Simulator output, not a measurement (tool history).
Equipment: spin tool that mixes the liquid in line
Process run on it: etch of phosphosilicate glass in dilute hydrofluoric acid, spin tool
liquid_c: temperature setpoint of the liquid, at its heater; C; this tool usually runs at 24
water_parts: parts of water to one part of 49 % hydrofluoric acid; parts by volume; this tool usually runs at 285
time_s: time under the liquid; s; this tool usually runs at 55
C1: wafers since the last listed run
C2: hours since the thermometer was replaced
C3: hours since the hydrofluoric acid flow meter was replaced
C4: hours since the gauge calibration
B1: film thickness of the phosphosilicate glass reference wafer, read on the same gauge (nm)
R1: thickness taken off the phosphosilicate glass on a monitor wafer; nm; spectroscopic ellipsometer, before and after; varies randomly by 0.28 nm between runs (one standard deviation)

{"run": 1, "hour": 0.0, "liquid_c": 24, "water_parts": 285, "time_s": 55, "C1": 0, "C2": 1716.2, "C3": 1181.4, "C4": 1022.4, "B1": 134.77, "R1": 32.77}
{"run": 2, "hour": 30.7, "liquid_c": 24, "water_parts": 285, "time_s": 55, "C1": 238, "C2": 1746.9, "C3": 1212.1, "C4": 1053.1, "B1": 134.94, "R1": 33.12}
{"run": 3, "hour": 58.1, "liquid_c": 25.5, "water_parts": 285, "time_s": 55, "C1": 212, "C2": 1774.3, "C3": 1239.5, "C4": 1080.5, "B1": 135.08, "R1": 34.66}
{"run": 4, "hour": 81.6, "liquid_c": 25.5, "water_parts": 285, "time_s": 55, "C1": 182, "C2": 1797.8, "C3": 1263, "C4": 1104, "B1": 135.19, "R1": 34.59}
{"run": 5, "hour": 98.2, "liquid_c": 24, "water_parts": 285, "time_s": 55, "C1": 128, "C2": 1814.4, "C3": 1279.6, "C4": 1120.6, "B1": 135.27, "R1": 32.58}
{"run": 6, "hour": 112.5, "liquid_c": 24, "water_parts": 325, "time_s": 65, "C1": 110, "C2": 1828.7, "C3": 1293.9, "C4": 1134.9, "B1": 135.38, "R1": 32.93}
{"hour": 135.3, "done": "gauge calibrated"}
{"run": 7, "hour": 138.7, "liquid_c": 24, "water_parts": 325, "time_s": 65, "C1": 203, "C2": 1854.9, "C3": 1320.1, "C4": 3.4, "B1": 129.18, "R1": 31.26}
{"run": 8, "hour": 153.3, "liquid_c": 24, "water_parts": 325, "time_s": 65, "C1": 113, "C2": 1869.5, "C3": 1334.7, "C4": 18, "B1": 129.27, "R1": 31.4}
{"run": 9, "hour": 178.4, "liquid_c": 24, "water_parts": 285, "time_s": 75, "C1": 194, "C2": 1894.6, "C3": 1359.8, "C4": 43.1, "B1": 129.36, "R1": 43.23}
{"run": 10, "hour": 195.5, "liquid_c": 24, "water_parts": 285, "time_s": 55, "C1": 132, "C2": 1911.7, "C3": 1376.9, "C4": 60.2, "B1": 129.5, "R1": 31.92}
{"run": 11, "hour": 218.4, "liquid_c": 24, "water_parts": 220, "time_s": 55, "C1": 177, "C2": 1934.6, "C3": 1399.8, "C4": 83.1, "B1": 129.6, "R1": 44.46}
{"run": 12, "hour": 241.8, "liquid_c": 26, "water_parts": 335, "time_s": 70, "C1": 181, "C2": 1958, "C3": 1423.2, "C4": 106.5, "B1": 129.74, "R1": 34.81}
{"run": 13, "hour": 263.4, "liquid_c": 24, "water_parts": 285, "time_s": 40, "C1": 167, "C2": 1979.6, "C3": 1444.8, "C4": 128.1, "B1": 129.83, "R1": 22.77}
{"run": 14, "hour": 290.0, "liquid_c": 28.5, "water_parts": 210, "time_s": 30, "C1": 206, "C2": 2006.2, "C3": 1471.4, "C4": 154.7, "B1": 130.02, "R1": 29.89}
{"run": 15, "hour": 304.8, "liquid_c": 20.5, "water_parts": 375, "time_s": 80, "C1": 114, "C2": 2021, "C3": 1486.2, "C4": 169.5, "B1": 130.07, "R1": 28.86}
{"run": 16, "hour": 333.5, "liquid_c": 21, "water_parts": 230, "time_s": 75, "C1": 222, "C2": 2049.7, "C3": 1514.9, "C4": 198.2, "B1": 130.21, "R1": 50.71}
{"hour": 365.1, "done": "hydrofluoric acid flow meter replaced"}
{"run": 17, "hour": 369.1, "liquid_c": 28, "water_parts": 165, "time_s": 85, "C1": 268, "C2": 2085.3, "C3": 4, "C4": 233.8, "B1": 130.42, "R1": 111.62}
{"run": 18, "hour": 401.6, "liquid_c": 22, "water_parts": 230, "time_s": 55, "C1": 252, "C2": 2117.8, "C3": 36.5, "C4": 266.3, "B1": 130.53, "R1": 39}
{"run": 19, "hour": 424.1, "liquid_c": 24, "water_parts": 340, "time_s": 55, "C1": 174, "C2": 2140.3, "C3": 59, "C4": 288.8, "B1": 130.67, "R1": 25.45}
{"run": 20, "hour": 444.3, "liquid_c": 22.5, "water_parts": 285, "time_s": 55, "C1": 156, "C2": 2160.5, "C3": 79.2, "C4": 309, "B1": 130.78, "R1": 30.96}
{"hour": 463.2, "done": "thermometer replaced"}
{"run": 21, "hour": 465.8, "liquid_c": 24, "water_parts": 395, "time_s": 55, "C1": 159, "C2": 2.6, "C3": 100.7, "C4": 330.5, "B1": 130.9, "R1": 20.67}
{"run": 22, "hour": 491.7, "liquid_c": 24, "water_parts": 165, "time_s": 55, "C1": 200, "C2": 28.5, "C3": 126.6, "C4": 356.4, "B1": 131.03, "R1": 62.08}
{"run": 23, "hour": 525.6, "liquid_c": 21.5, "water_parts": 285, "time_s": 35, "C1": 263, "C2": 62.4, "C3": 160.5, "C4": 390.3, "B1": 131.2, "R1": 18.39}
{"run": 24, "hour": 550.8, "liquid_c": 20, "water_parts": 285, "time_s": 45, "C1": 195, "C2": 87.6, "C3": 185.7, "C4": 415.5, "B1": 131.35, "R1": 22.35}
{"run": 25, "hour": 622.8, "liquid_c": 21.5, "water_parts": 385, "time_s": 35, "C1": 558, "C2": 159.6, "C3": 257.7, "C4": 487.5, "B1": 131.68, "R1": 12.96}
{"run": 26, "hour": 648.6, "liquid_c": 24, "water_parts": 285, "time_s": 55, "C1": 200, "C2": 185.4, "C3": 283.5, "C4": 513.3, "B1": 131.83, "R1": 32.06}
{"run": 27, "hour": 682.0, "liquid_c": 24, "water_parts": 285, "time_s": 55, "C1": 259, "C2": 218.8, "C3": 316.9, "C4": 546.7, "B1": 132.03, "R1": 32.28}
{"run": 28, "hour": 715.6, "liquid_c": 27, "water_parts": 320, "time_s": 70, "C1": 260, "C2": 252.4, "C3": 350.5, "C4": 580.3, "B1": 132.18, "R1": 39.06}
{"run": 29, "hour": 740.9, "liquid_c": 28.5, "water_parts": 285, "time_s": 55, "C1": 196, "C2": 277.7, "C3": 375.8, "C4": 605.6, "B1": 132.34, "R1": 37.52}
{"run": 30, "hour": 769.4, "liquid_c": 24, "water_parts": 285, "time_s": 55, "C1": 221, "C2": 306.2, "C3": 404.3, "C4": 634.1, "B1": 132.5, "R1": 32.37}
{"run": 31, "hour": 797.6, "liquid_c": 21, "water_parts": 230, "time_s": 75, "C1": 218, "C2": 334.4, "C3": 432.5, "C4": 662.3, "B1": 132.64, "R1": 51.24}

For each entry between runs, how does the tool's hidden state at the last listed run before it compare with that at the first listed run after it?
After run 6, before run 7: gauge calibrated (hour 135.3)
  gauge reads high (%): 4.12 -> -0.612
  measured less the result without the state, R1: +1.3 -> -0.19 nm
After run 16, before run 17: hydrofluoric acid flow meter replaced (hour 365.1)
  gauge reads high (%): 0.167 -> 0.31
  measured less the result without the state, R1: +0.08 -> +0.35 nm
After run 20, before run 21: thermometer replaced (hour 463.2)
  gauge reads high (%): 0.611 -> 0.697
  measured less the result without the state, R1: +0.19 -> +0.15 nm
